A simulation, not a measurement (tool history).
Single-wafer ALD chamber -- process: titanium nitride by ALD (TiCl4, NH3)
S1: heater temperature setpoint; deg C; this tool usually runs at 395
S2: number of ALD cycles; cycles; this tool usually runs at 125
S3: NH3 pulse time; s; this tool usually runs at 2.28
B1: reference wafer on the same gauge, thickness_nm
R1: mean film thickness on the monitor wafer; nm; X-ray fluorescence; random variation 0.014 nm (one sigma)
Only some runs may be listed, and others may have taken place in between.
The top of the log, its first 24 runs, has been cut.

{"run": 25, "hour": 544.1, "S1": 395, "S2": 125, "S3": 2.28, "B1": 2.781, "R1": 2.696}
{"run": 26, "hour": 577.3, "S1": 404, "S2": 135, "S3": 2.28, "B1": 2.775, "R1": 2.927}
{"run": 27, "hour": 594.3, "S1": 402, "S2": 125, "S3": 2.78, "B1": 2.772, "R1": 2.714}
{"hour": 609.0, "done": "gauge calibrated"}
{"run": 28, "hour": 613.0, "S1": 389, "S2": 111, "S3": 2.81, "B1": 2.889, "R1": 2.52}
{"run": 29, "hour": 646.6, "S1": 395, "S2": 125, "S3": 2.98, "B1": 2.883, "R1": 2.842}
{"run": 30, "hour": 677.3, "S1": 395, "S2": 125, "S3": 2.28, "B1": 2.882, "R1": 2.786}
{"run": 31, "hour": 695.2, "S1": 407, "S2": 108, "S3": 1.63, "B1": 2.875, "R1": 2.416}
{"run": 32, "hour": 715.8, "S1": 395, "S2": 125, "S3": 2.28, "B1": 2.87, "R1": 2.802}
{"run": 33, "hour": 739.9, "S1": 395, "S2": 125, "S3": 2.28, "B1": 2.867, "R1": 2.815}
{"run": 34, "hour": 753.3, "S1": 388, "S2": 118, "S3": 3.15, "B1": 2.873, "R1": 2.655}
{"run": 35, "hour": 775.8, "S1": 395, "S2": 125, "S3": 3.16, "B1": 2.869, "R1": 2.834}
{"run": 36, "hour": 800.5, "S1": 395, "S2": 125, "S3": 2.28, "B1": 2.871, "R1": 2.8}
{"run": 37, "hour": 828.2, "S1": 395, "S2": 141, "S3": 2.28, "B1": 2.868, "R1": 3.135}
{"run": 38, "hour": 842.9, "S1": 391, "S2": 141, "S3": 1.9, "B1": 2.856, "R1": 3.1}

Forecast each of these 5 alternatives for the next run:
{"run": "A", "hour": 843.6, "S1": 395, "S2": 125, "S3": 2.28, "B1": "?", "R1": "?"}
{"run": "B", "hour": 843.6, "S1": 395, "S2": 139, "S3": 2.28, "B1": "?", "R1": "?"}
{"run": "C", "hour": 843.6, "S1": 404, "S2": 137, "S3": 1.94, "B1": "?", "R1": "?"}
{"run": "D", "hour": 843.6, "S1": 399, "S2": 125, "S3": 2.28, "B1": "?", "R1": "?"}
{"run": "E", "hour": 843.6, "S1": 404, "S2": 125, "S3": 2.59, "B1": "?", "R1": "?"}

run=A B1=2.864 R1=2.777
run=B B1=2.864 R1=3.088
run=C B1=2.864 R1=3.044
run=D B1=2.864 R1=2.787
run=E B1=2.864 R1=2.803
The same runs, with their run-to-run variation unchanged, on a tool lacking any hidden condition would have given:
run=A R1=2.816
run=B R1=3.131
run=C R1=3.087
run=D R1=2.826
run=E R1=2.842
